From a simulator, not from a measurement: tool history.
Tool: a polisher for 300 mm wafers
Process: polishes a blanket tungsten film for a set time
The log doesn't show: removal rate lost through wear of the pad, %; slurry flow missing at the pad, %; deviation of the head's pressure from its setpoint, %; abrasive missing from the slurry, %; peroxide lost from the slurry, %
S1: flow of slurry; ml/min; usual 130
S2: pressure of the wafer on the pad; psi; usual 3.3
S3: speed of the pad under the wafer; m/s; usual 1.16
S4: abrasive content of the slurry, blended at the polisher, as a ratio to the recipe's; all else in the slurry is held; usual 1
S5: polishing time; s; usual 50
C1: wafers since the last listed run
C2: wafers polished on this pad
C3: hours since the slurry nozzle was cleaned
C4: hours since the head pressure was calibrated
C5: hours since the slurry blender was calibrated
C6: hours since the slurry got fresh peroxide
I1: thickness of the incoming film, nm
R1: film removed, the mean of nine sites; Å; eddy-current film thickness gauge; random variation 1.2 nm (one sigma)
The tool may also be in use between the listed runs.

run   hour   S1   S2    S3    S4  S5   C1    C2     C3     C4     C5     C6     I1    R1
  1      0  130  3.3  1.16     1  50    0   251   11.7  416.3  128.5   43.3  669.5  1909
  2      9  130  3.3  1.16     1  50   91   343   20.7  425.3  137.5   52.3  688.8  1897
      20.5  -- head pressure recalibrated
      25.3  -- slurry blender recalibrated
  3   26.5  130  3.3  1.16     1  50  137   480   38.2      6    1.2   69.8  680.3  1895
  4   68.9  130    4  1.16     1  50  431   912   80.6   48.4   43.6  112.2  684.6  2166
      78.2  -- slurry tank refilled with fresh slurry and peroxide
  5   83.6  130  3.3  1.16     1  50  139  1052   95.3   63.1   58.3    5.4  678.7  1880
      96.8  -- worn pad replaced by a new one
  6  100.2  130  3.3  1.16     1  50  128    35  111.9   79.7   74.9     22  683.2  1889
  7  113.7  110  2.8  1.16   1.1  50  137   172  125.4   93.2   88.4   35.5  672.4  1614
  8  123.3  130  3.3  1.16     1  50   97   270    135  102.8     98   45.1  683.5  1889
  9  134.3  130  2.9  1.52  1.25  50  112   382    146  113.8    109   56.1  671.9  2263
     153.4  -- slurry blender recalibrated
 10  153.9  105  2.3  0.82  0.85  50  179   561  165.6  133.4    0.5   75.7  683.3   941
     201.1  -- slurry tank refilled with fresh slurry and peroxide
 11  201.6  130  2.6  1.16     1  40  475  1037  213.3  181.1   48.2    0.5    669  1245
 12  208.7   95  3.3  1.16     1  50   72  1109  220.4  188.2   55.3    7.6  669.8  1688
     222.7  -- worn pad replaced by a new one
 13  224.5  130  3.3  1.32     1  50  120    18  236.2    204   71.1   23.4  676.9  2092
 14  233.2   85  3.3  1.16     1  50   88   107  244.9  212.7   79.8   32.1  680.9  1642
 15  241.9  130  4.4  1.16     1  50   88   195  253.6  221.4   88.5   40.8  684.1  2292
 16  251.1  130  2.5   0.8  0.85  56   93   289  262.8  230.6   97.7     50  668.6  1125
 17  258.9  100    4  1.16     1  50   79   368  270.6  238.4  105.5   57.8  684.3  1994
 18  269.4  130  3.3  1.16     1  50  106   475  281.1  248.9    116   68.3  685.2  1827
 19  286.7  130  3.3  0.88     1  41  176   652  298.4  266.2  133.3   85.6  685.1  1130
 20  296.8  130  3.3  1.16     1  50  102   754  308.5  276.3  143.4   95.7  677.4  1834
     299.9  -- slurry blender recalibrated
 21    304  130  3.3  1.16  0.75  45   52   807  315.7  283.5    4.1  102.9  679.7  1555
 22  312.6  120  3.3  1.16   1.1  50   87   895  324.3  292.1   12.7  111.5  679.8  1806
     317.4  -- slurry tank refilled with fresh slurry and peroxide
 23  326.6  155  2.4   1.5   0.7  50  132  1027  338.3  306.1   26.7    9.2  682.4  1811
     352.5  -- worn pad replaced by a new one
 24    354  130  3.3  1.16   0.7  50  238    15  365.7  333.5   54.1   36.6  673.4  1702
 25  361.8  160  4.1   1.4   0.7  50   79    94  373.5  341.3   61.9   44.4  671.6  2560
 26  375.4  165  3.8     1  1.15  50  138   233  387.1  354.9   75.5     58  683.8  1877

5 ways to go on from here, each from the tool as it stands after run 26. What would each give?
  A  375.8  130  3.3  1.16     1  50   4  237  387.5  355.3  75.9  58.4  689.2   ?
  B  375.8  130  3.3  1.16  1.15  55   4  237  387.5  355.3  75.9  58.4  689.2   ?
  C  375.8  150  3.3  1.54   0.8  61   4  237  387.5  355.3  75.9  58.4  689.2   ?
  D  375.8  130  3.3  1.46     1  50   4  237  387.5  355.3  75.9  58.4  689.2   ?
  E  375.8  130  3.3  1.16     1  38   4  237  387.5  355.3  75.9  58.4  689.2   ?

run    R1
  A  1806
  B  2036
  C  2899
  D  2266
  E  1373
Without the tool's hidden state the same runs would have given:
run    R1
  A  1927
  B  2173
  C  3071
  D  2418
  E  1464
